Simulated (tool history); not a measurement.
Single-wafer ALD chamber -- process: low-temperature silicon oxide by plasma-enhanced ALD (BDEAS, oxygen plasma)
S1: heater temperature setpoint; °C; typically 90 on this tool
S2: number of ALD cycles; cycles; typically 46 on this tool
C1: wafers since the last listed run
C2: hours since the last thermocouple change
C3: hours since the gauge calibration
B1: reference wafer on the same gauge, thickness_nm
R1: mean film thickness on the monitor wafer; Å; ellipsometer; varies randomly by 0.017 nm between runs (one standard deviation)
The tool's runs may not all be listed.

run,hour,S1,S2,C1,C2,C3,B1,R1
1,0.0,90,46,0,1731.9,363.0,6.456,65.59
2,100.4,90,46,530,1832.3,463.4,6.435,65.63
3,136.1,90,46,188,1868.0,499.1,6.430,65.34
4,171.0,90,46,184,1902.9,534.0,6.417,65.58
5,185.0,90,46,73,1916.9,548.0,6.414,65.49
6,218.4,90,46,176,1950.3,581.4,6.405,65.59
7,251.0,90,46,172,1982.9,614.0,6.397,65.20
8,281.0,90,46,158,2012.9,644.0,6.386,64.92
9,316.5,100,46,187,2048.4,679.5,6.371,63.09
10,336.2,90,46,104,2068.1,699.2,6.366,65.03
11,348.4,90,46,64,2080.3,711.4,6.362,64.78
# hour 374.1: gauge calibrated
12,375.7,90,46,144,2107.6,1.6,6.477,66.18
13,400.3,90,46,130,2132.2,26.2,6.480,66.01
14,418.7,90,46,97,2150.6,44.6,6.479,66.38
# hour 439.9: thermocouple changed; heater temperature recalibrated
15,440.4,87,46,72,0.5,66.3,6.474,66.45
16,471.3,75,37,163,31.4,97.2,6.477,55.51
17,483.6,94,51,65,43.7,109.5,6.474,72.27
18,515.1,76,38,166,75.2,141.0,6.475,57.15
19,539.2,101,55,127,99.3,165.1,6.472,76.25
20,554.4,90,46,80,114.5,180.3,6.470,66.06
21,568.8,90,46,76,128.9,194.7,6.466,65.57
22,589.3,90,46,108,149.4,215.2,6.466,66.15
23,611.9,78,52,119,172.0,237.8,6.463,77.01
24,639.3,103,37,144,199.4,265.2,6.460,50.94
25,670.3,99,43,163,230.4,296.2,6.455,60.06
26,692.7,82,46,118,252.8,318.6,6.450,67.15
27,716.7,94,41,126,276.8,342.6,6.448,57.68
28,728.7,90,46,63,288.8,354.6,6.447,65.43
29,747.1,90,46,97,307.2,373.0,6.441,65.69
30,764.0,90,46,89,324.1,389.9,6.438,65.46

What the log doesn't show, run by run:
wafer temperature above the value expected at the setpoint (K): 0, the same for each run
H1: gauge reads high (%)
run,H1
1,-0.795
2,-1.12
3,-1.26
4,-1.4
5,-1.46
6,-1.61
7,-1.76
8,-1.91
9,-2.09
10,-2.2
11,-2.27
12,-0.491
13,-0.494
14,-0.499
15,-0.508
16,-0.528
17,-0.538
18,-0.569
19,-0.599
20,-0.619
21,-0.64
22,-0.674
23,-0.714
24,-0.768
25,-0.837
26,-0.891
27,-0.953
28,-0.986
29,-1.04
30,-1.09
